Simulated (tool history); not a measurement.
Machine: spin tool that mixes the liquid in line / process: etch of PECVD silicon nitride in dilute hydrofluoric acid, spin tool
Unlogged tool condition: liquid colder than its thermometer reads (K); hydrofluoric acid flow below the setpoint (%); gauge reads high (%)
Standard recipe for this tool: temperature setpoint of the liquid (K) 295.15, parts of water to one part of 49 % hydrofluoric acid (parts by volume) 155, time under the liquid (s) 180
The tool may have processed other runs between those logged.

| run | day | temperature setpoint of the liquid (K) | parts of water to one part of 49 % hydrofluoric acid (parts by volume) | time under the liquid (s) | wafers since the last listed run | hours since the thermometer was replaced | hours since the hydrofluoric acid flow meter was replaced | hours since the gauge calibration | read-back film thickness of the PECVD silicon nitride reference wafer, read on the same gauge (nm) | thickness taken off the PECVD silicon nitride on a monitor wafer (Å) |
|---|---|---|---|---|---|---|---|---|---|---|
| 1 | 0 | 295.15 | 155 | 180 | 0 | 149.7 | 1204.6 | 431.1 | 149.938 | 16.72 |
| 2 | 1.488 | 295.15 | 155 | 180 | 280 | 185.4 | 1240.3 | 466.8 | 149.978 | 16.76 |
| 3 | 3.175 | 295.15 | 155 | 180 | 317 | 225.9 | 1280.8 | 507.3 | 150.051 | 16.78 |
| 4 | 5.058 | 295.15 | 155 | 180 | 354 | 271.1 | 1326 | 552.5 | 149.997 | 16.35 |
|  | 6.154 | gauge calibrated |
| 5 | 7.062 | 295.15 | 155 | 180 | 377 | 319.2 | 1374.1 | 21.8 | 149.981 | 16.43 |
| 6 | 8.2 | 295.15 | 155 | 180 | 214 | 346.5 | 1401.4 | 49.1 | 150.04 | 16.45 |
| 7 | 9.783 | 295.15 | 155 | 180 | 298 | 384.5 | 1439.4 | 87.1 | 150.017 | 16.6 |
| 8 | 10.938 | 295.15 | 155 | 180 | 217 | 412.2 | 1467.1 | 114.8 | 149.961 | 16.51 |
| 9 | 13.371 | 295.15 | 155 | 180 | 458 | 470.6 | 1525.5 | 173.2 | 149.993 | 16.2 |
| 10 | 14.783 | 295.15 | 155 | 180 | 266 | 504.5 | 1559.4 | 207.1 | 149.945 | 16.06 |
| 11 | 15.95 | 295.15 | 155 | 180 | 219 | 532.5 | 1587.4 | 235.1 | 150.032 | 15.71 |
| 12 | 17.862 | 295.15 | 155 | 180 | 360 | 578.4 | 1633.3 | 281 | 150.001 | 15.22 |
| 13 | 19.088 | 295.15 | 155 | 180 | 230 | 607.8 | 1662.7 | 310.4 | 150.012 | 15.59 |
| 14 | 20.579 | 295.15 | 90 | 105 | 281 | 643.6 | 1698.5 | 346.2 | 149.996 | 15.41 |
|  | 20.962 | hydrofluoric acid flow meter replaced |
| 15 | 22.212 | 297.65 | 135 | 265 | 299 | 682.8 | 30 | 385.4 | 150.033 | 31.73 |
| 16 | 24.821 | 295.15 | 155 | 180 | 491 | 745.4 | 92.6 | 448 | 150.048 | 15.34 |
|  | 25.946 | thermometer replaced |
| 17 | 27.358 | 295.15 | 155 | 120 | 470 | 33.9 | 153.5 | 508.9 | 149.977 | 12.03 |
| 18 | 29.783 | 296.65 | 230 | 115 | 456 | 92.1 | 211.7 | 567.1 | 150.012 | 8.66 |
|  | 30.546 | gauge calibrated |
| 19 | 31.388 | 295.15 | 155 | 180 | 302 | 130.6 | 250.2 | 20.2 | 150.008 | 16.61 |
| 20 | 33.996 | 298.65 | 155 | 80 | 491 | 193.2 | 312.8 | 82.8 | 149.993 | 9.26 |
| 21 | 36.758 | 291.65 | 155 | 95 | 520 | 259.5 | 379.1 | 149.1 | 150 | 7.03 |
| 22 | 37.967 | 295.15 | 155 | 180 | 227 | 288.5 | 408.1 | 178.1 | 150.027 | 16.52 |
| 23 | 39.846 | 297.65 | 90 | 85 | 354 | 333.6 | 453.2 | 223.2 | 149.996 | 15.51 |
| 24 | 42.479 | 295.15 | 155 | 180 | 496 | 396.8 | 516.4 | 286.4 | 149.992 | 16.36 |
| 25 | 44.167 | 297.65 | 155 | 90 | 317 | 437.3 | 556.9 | 326.9 | 150.011 | 9.73 |

Table of differences, measured result less the result of that run with no hidden state. Run-to-run variation is the same in both. Gauge scatter possibly is not:
| run | thickness taken off the PECVD silicon nitride on a monitor wafer (Å) |
|---|---|
| 1 | -0.64 |
| 2 | -0.76 |
| 3 | -0.92 |
| 4 | -1.05 |
| 5 | -1.22 |
| 6 | -1.33 |
| 7 | -1.47 |
| 8 | -1.57 |
| 9 | -1.75 |
| 10 | -1.85 |
| 11 | -1.93 |
| 12 | -2.02 |
| 13 | -2.17 |
| 14 | -2.34 |
| 15 | -4.92 |
| 16 | -2.65 |
| 17 | -0.1 |
| 18 | -0.17 |
| 19 | -0.46 |
| 20 | -0.37 |
| 21 | -0.4 |
| 22 | -1.01 |
| 23 | -1.11 |
| 24 | -1.38 |
| 25 | -0.89 |
